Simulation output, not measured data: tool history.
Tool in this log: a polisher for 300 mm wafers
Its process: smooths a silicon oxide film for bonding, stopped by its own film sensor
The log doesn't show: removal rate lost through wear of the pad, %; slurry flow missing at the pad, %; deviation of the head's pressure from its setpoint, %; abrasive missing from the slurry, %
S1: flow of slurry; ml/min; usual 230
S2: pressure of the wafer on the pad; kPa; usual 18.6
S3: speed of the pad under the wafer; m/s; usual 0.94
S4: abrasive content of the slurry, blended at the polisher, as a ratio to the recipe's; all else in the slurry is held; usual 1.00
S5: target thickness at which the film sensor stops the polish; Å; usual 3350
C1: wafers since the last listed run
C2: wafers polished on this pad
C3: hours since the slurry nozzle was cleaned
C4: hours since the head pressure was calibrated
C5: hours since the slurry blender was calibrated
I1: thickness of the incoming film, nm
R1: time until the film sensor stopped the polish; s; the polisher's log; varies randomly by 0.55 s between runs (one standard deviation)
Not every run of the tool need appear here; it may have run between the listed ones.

{"run": 1, "hour": 0.0, "S1": 230, "S2": 18.6, "S3": 0.94, "S4": 1.0, "S5": 3350, "C1": 0, "C2": 377, "C3": 493.2, "C4": 40.1, "C5": 141.3, "I1": 390.8, "R1": 62.5}
{"run": 2, "hour": 14.6, "S1": 230, "S2": 18.6, "S3": 0.94, "S4": 1.0, "S5": 3350, "C1": 143, "C2": 521, "C3": 507.8, "C4": 54.7, "C5": 155.9, "I1": 390.3, "R1": 61.7}
{"hour": 30.6, "done": "worn pad replaced by a new one"}
{"run": 3, "hour": 31.1, "S1": 230, "S2": 15.2, "S3": 0.94, "S4": 1.0, "S5": 3350, "C1": 123, "C2": 4, "C3": 524.3, "C4": 71.2, "C5": 172.4, "I1": 391.1, "R1": 75.8}
{"run": 4, "hour": 44.8, "S1": 230, "S2": 15.2, "S3": 0.94, "S4": 1.0, "S5": 3350, "C1": 135, "C2": 139, "C3": 538.0, "C4": 84.9, "C5": 186.1, "I1": 388.1, "R1": 70.7}
{"run": 5, "hour": 59.0, "S1": 230, "S2": 18.6, "S3": 1.04, "S4": 1.0, "S5": 3350, "C1": 139, "C2": 279, "C3": 552.2, "C4": 99.1, "C5": 200.3, "I1": 393.4, "R1": 59.1}
{"run": 6, "hour": 71.9, "S1": 230, "S2": 18.6, "S3": 1.04, "S4": 1.0, "S5": 3350, "C1": 127, "C2": 407, "C3": 565.1, "C4": 112.0, "C5": 213.2, "I1": 388.0, "R1": 53.1}
{"run": 7, "hour": 80.9, "S1": 230, "S2": 18.6, "S3": 1.04, "S4": 1.0, "S5": 3350, "C1": 88, "C2": 495, "C3": 574.1, "C4": 121.0, "C5": 222.2, "I1": 395.4, "R1": 61.3}
{"run": 8, "hour": 94.6, "S1": 230, "S2": 18.6, "S3": 0.94, "S4": 1.0, "S5": 3350, "C1": 135, "C2": 630, "C3": 587.8, "C4": 134.7, "C5": 235.9, "I1": 390.8, "R1": 61.6}
{"hour": 103.9, "done": "worn pad replaced by a new one"}
{"run": 9, "hour": 104.4, "S1": 230, "S2": 18.6, "S3": 0.94, "S4": 1.0, "S5": 3350, "C1": 57, "C2": 4, "C3": 597.6, "C4": 144.5, "C5": 245.7, "I1": 393.0, "R1": 62.9}
{"run": 10, "hour": 120.3, "S1": 230, "S2": 18.6, "S3": 0.94, "S4": 1.0, "S5": 3350, "C1": 156, "C2": 161, "C3": 613.5, "C4": 160.4, "C5": 261.6, "I1": 392.6, "R1": 61.9}
{"hour": 122.7, "done": "slurry nozzle cleaned"}
{"run": 11, "hour": 127.0, "S1": 230, "S2": 18.6, "S3": 0.94, "S4": 1.0, "S5": 3350, "C1": 56, "C2": 217, "C3": 4.3, "C4": 167.1, "C5": 268.3, "I1": 393.5, "R1": 62.1}
{"run": 12, "hour": 136.9, "S1": 230, "S2": 18.6, "S3": 0.94, "S4": 1.0, "S5": 3350, "C1": 97, "C2": 315, "C3": 14.2, "C4": 177.0, "C5": 278.2, "I1": 392.5, "R1": 61.2}
{"run": 13, "hour": 147.1, "S1": 230, "S2": 18.6, "S3": 0.94, "S4": 1.0, "S5": 3350, "C1": 100, "C2": 415, "C3": 24.4, "C4": 187.2, "C5": 288.4, "I1": 392.3, "R1": 61.1}
{"hour": 150.3, "done": "slurry blender recalibrated"}
{"run": 14, "hour": 164.5, "S1": 230, "S2": 18.6, "S3": 0.94, "S4": 1.0, "S5": 3350, "C1": 151, "C2": 567, "C3": 41.8, "C4": 204.6, "C5": 14.2, "I1": 390.6, "R1": 58.4}
{"hour": 173.8, "done": "worn pad replaced by a new one"}
{"run": 15, "hour": 176.1, "S1": 180, "S2": 15.2, "S3": 0.94, "S4": 0.75, "S5": 3350, "C1": 74, "C2": 22, "C3": 53.4, "C4": 216.2, "C5": 25.8, "I1": 392.0, "R1": 89.2}
{"run": 16, "hour": 193.6, "S1": 230, "S2": 15.2, "S3": 0.94, "S4": 1.0, "S5": 3350, "C1": 172, "C2": 194, "C3": 70.9, "C4": 233.7, "C5": 43.3, "I1": 395.1, "R1": 75.9}
{"run": 17, "hour": 202.9, "S1": 230, "S2": 18.6, "S3": 1.08, "S4": 0.9, "S5": 3230, "C1": 91, "C2": 286, "C3": 80.2, "C4": 243.0, "C5": 52.6, "I1": 394.7, "R1": 71.8}
{"run": 18, "hour": 218.7, "S1": 230, "S2": 18.6, "S3": 0.94, "S4": 1.0, "S5": 3350, "C1": 155, "C2": 442, "C3": 96.0, "C4": 258.8, "C5": 68.4, "I1": 393.3, "R1": 61.2}
{"run": 19, "hour": 230.1, "S1": 200, "S2": 15.9, "S3": 0.94, "S4": 0.9, "S5": 3350, "C1": 112, "C2": 554, "C3": 107.4, "C4": 270.2, "C5": 79.8, "I1": 393.7, "R1": 76.9}
{"run": 20, "hour": 241.1, "S1": 230, "S2": 18.6, "S3": 0.94, "S4": 0.8, "S5": 3350, "C1": 108, "C2": 663, "C3": 118.4, "C4": 281.2, "C5": 90.8, "I1": 394.6, "R1": 71.8}
{"hour": 249.5, "done": "head pressure recalibrated"}
{"hour": 252.2, "done": "worn pad replaced by a new one"}
{"run": 21, "hour": 257.2, "S1": 280, "S2": 18.6, "S3": 1.08, "S4": 1.0, "S5": 3350, "C1": 112, "C2": 49, "C3": 134.5, "C4": 7.7, "C5": 106.9, "I1": 387.8, "R1": 52.3}
{"run": 22, "hour": 275.1, "S1": 185, "S2": 12.4, "S3": 0.94, "S4": 1.0, "S5": 3180, "C1": 176, "C2": 225, "C3": 152.4, "C4": 25.6, "C5": 124.8, "I1": 384.3, "R1": 109.9}
{"run": 23, "hour": 281.9, "S1": 165, "S2": 18.6, "S3": 0.94, "S4": 1.2, "S5": 3350, "C1": 67, "C2": 292, "C3": 159.2, "C4": 32.4, "C5": 131.6, "I1": 381.2, "R1": 48.3}
{"run": 24, "hour": 293.9, "S1": 230, "S2": 18.6, "S3": 0.94, "S4": 1.0, "S5": 3350, "C1": 118, "C2": 410, "C3": 171.2, "C4": 44.4, "C5": 143.6, "I1": 387.5, "R1": 59.4}
{"run": 25, "hour": 301.4, "S1": 230, "S2": 12.4, "S3": 0.94, "S4": 1.0, "S5": 3350, "C1": 73, "C2": 484, "C3": 178.7, "C4": 51.9, "C5": 151.1, "I1": 387.9, "R1": 86.4}
{"run": 26, "hour": 318.1, "S1": 230, "S2": 18.6, "S3": 0.68, "S4": 0.8, "S5": 3350, "C1": 164, "C2": 649, "C3": 195.4, "C4": 68.6, "C5": 167.8, "I1": 398.6, "R1": 105.6}

Hidden condition of the tool, last listed run before each entry between runs versus first listed run after:
In the gap between runs 2 and 3: worn pad replaced by a new one (hour 30.6)
  deviation of the head's pressure from its setpoint, %: 1.88 -> 2.49
  measured result minus the result with no hidden state, R1: -1.1 -> -1.8 s
In the gap between runs 8 and 9: worn pad replaced by a new one (hour 103.9)
  deviation of the head's pressure from its setpoint, %: 4.84 -> 5.2
  measured result minus the result with no hidden state, R1: -2.9 -> -3.1 s
In the gap between runs 10 and 11: slurry nozzle cleaned (hour 122.7)
  deviation of the head's pressure from its setpoint, %: 5.79 -> 6.04
  measured result minus the result with no hidden state, R1: -3.4 -> -3.6 s
In the gap between runs 13 and 14: slurry blender recalibrated (hour 150.3)
  deviation of the head's pressure from its setpoint, %: 6.78 -> 7.42
  measured result minus the result with no hidden state, R1: -4.0 -> -4.1 s
In the gap between runs 14 and 15: worn pad replaced by a new one (hour 173.8)
  deviation of the head's pressure from its setpoint, %: 7.42 -> 7.85
  measured result minus the result with no hidden state, R1: -4.1 -> -6.7 s
In the gap between runs 20 and 21: head pressure recalibrated (hour 249.5); worn pad replaced by a new one (hour 252.2)
  deviation of the head's pressure from its setpoint, %: 10.3 -> 0.21
  measured result minus the result with no hidden state, R1: -7.1 -> -0.1 s
